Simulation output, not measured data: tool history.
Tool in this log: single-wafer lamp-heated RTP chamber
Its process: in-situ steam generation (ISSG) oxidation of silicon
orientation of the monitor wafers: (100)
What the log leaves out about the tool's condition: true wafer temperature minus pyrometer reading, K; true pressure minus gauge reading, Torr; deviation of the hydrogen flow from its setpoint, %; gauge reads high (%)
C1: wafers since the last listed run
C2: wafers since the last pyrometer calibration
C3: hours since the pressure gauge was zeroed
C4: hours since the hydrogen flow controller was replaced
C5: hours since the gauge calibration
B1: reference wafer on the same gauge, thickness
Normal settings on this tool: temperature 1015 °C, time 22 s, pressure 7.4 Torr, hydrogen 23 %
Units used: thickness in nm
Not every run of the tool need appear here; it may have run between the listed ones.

{"run": 1, "day": 0.0, "temperature": 1015, "time": 22, "pressure": 7.4, "hydrogen": 23, "C1": 0, "C2": 2435, "C3": 2804.2, "C4": 3062.9, "C5": 455.1, "B1": 4.905, "thickness": 6.087}
{"run": 2, "day": 1.483, "temperature": 1015, "time": 22, "pressure": 7.4, "hydrogen": 23, "C1": 327, "C2": 2762, "C3": 2839.8, "C4": 3098.5, "C5": 490.7, "B1": 4.902, "thickness": 6.088}
{"run": 3, "day": 3.1, "temperature": 1015, "time": 22, "pressure": 7.4, "hydrogen": 23, "C1": 356, "C2": 3119, "C3": 2878.6, "C4": 3137.3, "C5": 529.5, "B1": 4.903, "thickness": 6.103}
{"run": 4, "day": 5.271, "temperature": 1015, "time": 22, "pressure": 7.4, "hydrogen": 23, "C1": 478, "C2": 3597, "C3": 2930.7, "C4": 3189.4, "C5": 581.6, "B1": 4.9, "thickness": 6.097}
{"run": 5, "day": 6.683, "temperature": 1015, "time": 22, "pressure": 7.4, "hydrogen": 23, "C1": 311, "C2": 3909, "C3": 2964.6, "C4": 3223.3, "C5": 615.5, "B1": 4.903, "thickness": 6.105}
{"run": 6, "day": 8.638, "temperature": 1015, "time": 22, "pressure": 7.4, "hydrogen": 23, "C1": 430, "C2": 4340, "C3": 3011.5, "C4": 3270.2, "C5": 662.4, "B1": 4.901, "thickness": 6.117}
{"day": 9.308, "done": "gauge calibrated"}
{"run": 7, "day": 11.3, "temperature": 1015, "time": 22, "pressure": 7.4, "hydrogen": 23, "C1": 587, "C2": 4927, "C3": 3075.4, "C4": 3334.1, "C5": 47.8, "B1": 4.901, "thickness": 6.103}
{"run": 8, "day": 13.417, "temperature": 1015, "time": 22, "pressure": 7.4, "hydrogen": 23, "C1": 466, "C2": 5394, "C3": 3126.2, "C4": 3384.9, "C5": 98.6, "B1": 4.901, "thickness": 6.106}
{"day": 14.946, "done": "pressure gauge zeroed"}
{"run": 9, "day": 15.225, "temperature": 1015, "time": 22, "pressure": 7.4, "hydrogen": 23, "C1": 325, "C2": 5719, "C3": 6.7, "C4": 3428.3, "C5": 142, "B1": 4.897, "thickness": 6.113}
{"run": 10, "day": 17.779, "temperature": 1015, "time": 22, "pressure": 7.4, "hydrogen": 23, "C1": 563, "C2": 6282, "C3": 68, "C4": 3489.6, "C5": 203.3, "B1": 4.903, "thickness": 6.088}
{"run": 11, "day": 20.654, "temperature": 1015, "time": 22, "pressure": 7.4, "hydrogen": 23, "C1": 633, "C2": 6916, "C3": 137, "C4": 3558.6, "C5": 272.3, "B1": 4.898, "thickness": 6.107}
{"day": 21.075, "done": "pyrometer window cleaned and pyrometer calibrated"}
{"run": 12, "day": 22.608, "temperature": 1015, "time": 22, "pressure": 7.4, "hydrogen": 23, "C1": 357, "C2": 338, "C3": 183.9, "C4": 3605.5, "C5": 319.2, "B1": 4.899, "thickness": 6.046}
{"day": 23.546, "done": "hydrogen flow controller replaced"}
{"run": 13, "day": 23.879, "temperature": 1015, "time": 22, "pressure": 7.4, "hydrogen": 23, "C1": 206, "C2": 544, "C3": 214.4, "C4": 8, "C5": 349.7, "B1": 4.901, "thickness": 6.071}
{"run": 14, "day": 25.075, "temperature": 1015, "time": 22, "pressure": 7.4, "hydrogen": 23, "C1": 263, "C2": 808, "C3": 243.1, "C4": 36.7, "C5": 378.4, "B1": 4.898, "thickness": 6.05}
{"run": 15, "day": 29.4, "temperature": 1015, "time": 22, "pressure": 7.4, "hydrogen": 23, "C1": 953, "C2": 1762, "C3": 346.9, "C4": 140.5, "C5": 482.2, "B1": 4.9, "thickness": 6.081}
{"run": 16, "day": 31.233, "temperature": 1015, "time": 22, "pressure": 8.4, "hydrogen": 23, "C1": 404, "C2": 2166, "C3": 390.9, "C4": 184.5, "C5": 526.2, "B1": 4.901, "thickness": 6.067}
{"run": 17, "day": 33.204, "temperature": 1015, "time": 22, "pressure": 7.4, "hydrogen": 27, "C1": 434, "C2": 2601, "C3": 438.2, "C4": 231.8, "C5": 573.5, "B1": 4.899, "thickness": 6.332}
{"run": 18, "day": 35.221, "temperature": 1015, "time": 22, "pressure": 7.4, "hydrogen": 26, "C1": 444, "C2": 3045, "C3": 486.6, "C4": 280.2, "C5": 621.9, "B1": 4.9, "thickness": 6.286}
{"run": 19, "day": 36.542, "temperature": 1015, "time": 22, "pressure": 7.4, "hydrogen": 23, "C1": 291, "C2": 3337, "C3": 518.3, "C4": 311.9, "C5": 653.6, "B1": 4.899, "thickness": 6.089}
{"day": 37.954, "done": "gauge calibrated"}
{"run": 20, "day": 38.133, "temperature": 1015, "time": 30, "pressure": 7.4, "hydrogen": 15, "C1": 350, "C2": 3688, "C3": 556.5, "C4": 350.1, "C5": 4.3, "B1": 4.901, "thickness": 6.463}
{"run": 21, "day": 39.817, "temperature": 1027, "time": 22, "pressure": 8.5, "hydrogen": 29, "C1": 371, "C2": 4059, "C3": 596.9, "C4": 390.5, "C5": 44.7, "B1": 4.899, "thickness": 6.816}
{"run": 22, "day": 42.092, "temperature": 1021, "time": 22, "pressure": 6.9, "hydrogen": 23, "C1": 501, "C2": 4561, "C3": 651.5, "C4": 445.1, "C5": 99.3, "B1": 4.899, "thickness": 6.251}
{"run": 23, "day": 44.754, "temperature": 1034, "time": 22, "pressure": 7.4, "hydrogen": 27, "C1": 587, "C2": 5148, "C3": 715.4, "C4": 509, "C5": 163.2, "B1": 4.901, "thickness": 6.998}
{"run": 24, "day": 45.862, "temperature": 997, "time": 15, "pressure": 6.9, "hydrogen": 23, "C1": 244, "C2": 5392, "C3": 742, "C4": 535.6, "C5": 189.8, "B1": 4.902, "thickness": 4.73}
{"run": 25, "day": 48.333, "temperature": 1015, "time": 22, "pressure": 7.4, "hydrogen": 29, "C1": 544, "C2": 5937, "C3": 801.3, "C4": 594.9, "C5": 249.1, "B1": 4.902, "thickness": 6.461}

For some of the steps in thickness from one run to the next: how much would appear even if the tool had no hidden state, given the settings, what came in and random variation, and how much remains for the hidden state plus any gauge scatter that the measured result and the result without hidden state don't share?
Run 11 -> 12: pyrometer window cleaned and pyrometer calibrated. thickness -0.061 nm: hidden state -0.068, all else +0.007.
Run 23 -> 24: temperature 1034 -> 997, time 22 -> 15, pressure 7.4 -> 6.9, hydrogen 27 -> 23. thickness -2.268 nm: hidden state -0.049, all else -2.219.
Run 24 -> 25: temperature 997 -> 1015, time 15 -> 22, pressure 6.9 -> 7.4, hydrogen 23 -> 29. thickness +1.731 nm: hidden state +0.035, all else +1.696.

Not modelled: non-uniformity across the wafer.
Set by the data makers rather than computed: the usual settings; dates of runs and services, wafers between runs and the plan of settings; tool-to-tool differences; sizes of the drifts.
